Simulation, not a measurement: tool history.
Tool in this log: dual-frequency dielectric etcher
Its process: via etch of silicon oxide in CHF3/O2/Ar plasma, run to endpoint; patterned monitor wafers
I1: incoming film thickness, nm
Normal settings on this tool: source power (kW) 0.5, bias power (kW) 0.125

Run 1, hour 0: usual settings but source power (kW) 0.56, bias power (kW) 0.143; I1 547.1. Result: endpoint time (s) 314.
Run 2, hour 51: usual settings but source power (kW) 0.56, bias power (kW) 0.143; I1 548.1. Result: endpoint time (s) 318.7.
Run 3, hour 89.5: usual settings but source power (kW) 0.56, bias power (kW) 0.143; I1 547. Result: endpoint time (s) 319.3.
Run 4, hour 104.6: usual settings but bias power (kW) 0.106; I1 554.2. Result: endpoint time (s) 371.3.
Run 5, hour 135.5: usual settings but bias power (kW) 0.105; I1 550.8. Result: endpoint time (s) 371.
Run 6, hour 153.2: usual settings but source power (kW) 0.56, bias power (kW) 0.114; I1 549.7. Result: endpoint time (s) 342.1.
Run 7, hour 180.2: usual settings but source power (kW) 0.56, bias power (kW) 0.114; I1 553.8. Result: endpoint time (s) 345.6.
At hour 232: source power generator calibrated.
Run 8, hour 237.3: usual settings; I1 552.9. Result: endpoint time (s) 357.8.
Run 9, hour 254.9: usual settings; I1 548. Result: endpoint time (s) 354.9.
Run 10, hour 270.8: usual settings; I1 552. Result: endpoint time (s) 358.6.
At hour 289.1: bias power generator calibrated.
Run 11, hour 292.1: usual settings but source power (kW) 0.59; I1 553.6. Result: endpoint time (s) 329.6.
At hour 329.6: wet clean of the chamber.
Run 12, hour 330.1: usual settings but source power (kW) 0.59; I1 550.4. Result: endpoint time (s) 318.5.
Run 13, hour 330.5: usual settings; I1 551.2. Result: endpoint time (s) 346.4.
Run 14, hour 347.8: usual settings; I1 549.2. Result: endpoint time (s) 346.6.

Estimate the outcome of run 15 from the log above:
Run 15, hour 362.6: usual settings; I1 550.1. Result: endpoint time (s) ?.

Run 15 produced endpoint time (s) 345.8.
With no hidden state in the tool, this same run would have given endpoint time (s) 345.7.

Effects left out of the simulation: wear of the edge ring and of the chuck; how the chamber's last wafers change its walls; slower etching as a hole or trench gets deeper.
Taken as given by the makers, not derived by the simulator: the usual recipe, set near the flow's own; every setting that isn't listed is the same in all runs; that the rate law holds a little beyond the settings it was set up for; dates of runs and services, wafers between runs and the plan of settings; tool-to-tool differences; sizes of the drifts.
